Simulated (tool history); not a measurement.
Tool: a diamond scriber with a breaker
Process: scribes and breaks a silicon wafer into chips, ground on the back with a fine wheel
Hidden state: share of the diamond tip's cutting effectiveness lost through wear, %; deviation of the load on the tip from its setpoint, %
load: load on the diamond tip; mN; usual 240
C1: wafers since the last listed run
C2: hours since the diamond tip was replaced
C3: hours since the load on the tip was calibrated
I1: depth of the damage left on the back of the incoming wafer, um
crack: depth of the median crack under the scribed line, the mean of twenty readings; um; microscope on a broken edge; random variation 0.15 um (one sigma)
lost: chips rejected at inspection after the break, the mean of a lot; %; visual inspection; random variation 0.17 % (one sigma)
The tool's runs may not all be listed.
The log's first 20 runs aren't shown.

Run 21, hour 540.8: usual settings but load 186 mN; C1 92; C2 842.5; C3 244.8; I1 2.94. Result: crack 7.51 um, lost 7.55 %.
At hour 583.8: diamond tip replaced by a new one, of another model than before.
Run 22, hour 584.3: usual settings; C1 118; C2 0.5; C3 288.3; I1 1.92. Result: crack 9.07 um, lost 2.14 %.
Run 23, hour 616.5: usual settings but load 272 mN; C1 91; C2 32.7; C3 320.5; I1 2.24. Result: crack 9.98 um, lost 4.71 %.
At hour 684.7: load on the tip recalibrated.
Run 24, hour 715.4: usual settings; C1 275; C2 131.6; C3 30.7; I1 1.70. Result: crack 8.83 um, lost 1.69 %.
Run 25, hour 741.7: usual settings but load 259 mN; C1 74; C2 157.9; C3 57.0; I1 2.44. Result: crack 9.37 um, lost 3.02 %.
Run 26, hour 757.7: usual settings but load 169 mN; C1 45; C2 173.9; C3 73.0; I1 2.09. Result: crack 7.05 um, lost 6.63 %.
Run 27, hour 776.9: usual settings but load 207 mN; C1 54; C2 193.1; C3 92.2; I1 1.87. Result: crack 8.18 um, lost 2.06 %.
Run 28, hour 808.2: usual settings; C1 89; C2 224.4; C3 123.5; I1 1.83. Result: crack 8.93 um, lost 1.78 %.
Run 29, hour 839.5: usual settings but load 287 mN; C1 89; C2 255.7; C3 154.8; I1 2.75. Result: crack 9.77 um, lost 5.74 %.
Run 30, hour 851.6: usual settings but load 306 mN; C1 34; C2 267.8; C3 166.9; I1 2.17. Result: crack 10.79 um, lost 7.02 %.
Run 31, hour 883.8: usual settings; C1 91; C2 300.0; C3 199.1; I1 2.72. Result: crack 9.38 um, lost 3.40 %.
Run 32, hour 908.0: usual settings but load 288 mN; C1 68; C2 324.2; C3 223.3; I1 1.92. Result: crack 10.40 um, lost 5.85 %.
Run 33, hour 923.8: usual settings but load 301 mN; C1 44; C2 340.0; C3 239.1; I1 2.16. Result: crack 10.53 um, lost 7.71 %.
Run 34, hour 945.2: usual settings but load 185 mN; C1 60; C2 361.4; C3 260.5; I1 1.57. Result: crack 8.16 um, lost 2.67 %.
Run 35, hour 960.5: usual settings; C1 43; C2 376.7; C3 275.8; I1 2.50. Result: crack 9.24 um, lost 3.35 %.
Run 36, hour 989.7: usual settings; C1 83; C2 405.9; C3 305.0; I1 2.45. Result: crack 9.20 um, lost 3.40 %.
Run 37, hour 1013.0: usual settings but load 192 mN; C1 66; C2 429.2; C3 328.3; I1 2.61. Result: crack 7.85 um, lost 4.01 %.
Run 38, hour 1039.4: usual settings; C1 75; C2 455.6; C3 354.7; I1 2.83. Result: crack 8.97 um, lost 3.60 %.
Run 39, hour 1074.3: usual settings; C1 99; C2 490.5; C3 389.6; I1 1.64. Result: crack 9.42 um, lost 2.35 %.
At hour 1085.7: load on the tip recalibrated.
Run 40, hour 1088.1: usual settings but load 292 mN; C1 33; C2 504.3; C3 2.4; I1 2.72. Result: crack 9.88 um, lost 4.41 %.
Run 41, hour 1101.5: usual settings but load 294 mN; C1 38; C2 517.7; C3 15.8; I1 2.89. Result: crack 10.03 um, lost 5.86 %.
Run 42, hour 1126.6: usual settings but load 306 mN; C1 71; C2 542.8; C3 40.9; I1 1.60. Result: crack 10.36 um, lost 5.83 %.
Run 43, hour 1139.0: usual settings but load 309 mN; C1 35; C2 555.2; C3 53.3; I1 2.43. Result: crack 10.44 um, lost 6.82 %.

Forecast each of these 3 alternatives for the next run:
Run A, hour 1139.6: usual settings; C1 1; C2 555.8; C3 53.9; I1 2.04. Result: crack ?, lost ?.
Run B, hour 1139.6: usual settings but load 263 mN; C1 1; C2 555.8; C3 53.9; I1 2.04. Result: crack ?, lost ?.
Run C, hour 1139.6: usual settings but load 277 mN; C1 1; C2 555.8; C3 53.9; I1 2.04. Result: crack ?, lost ?.

run  crack  lost
  A   8.99  2.13
  B   9.52  3.05
  C   9.84  3.94
Without the tool's hidden state the same runs would have given:
run  crack  lost
  A   8.60  2.01
  B   9.11  2.27
  C   9.41  2.80

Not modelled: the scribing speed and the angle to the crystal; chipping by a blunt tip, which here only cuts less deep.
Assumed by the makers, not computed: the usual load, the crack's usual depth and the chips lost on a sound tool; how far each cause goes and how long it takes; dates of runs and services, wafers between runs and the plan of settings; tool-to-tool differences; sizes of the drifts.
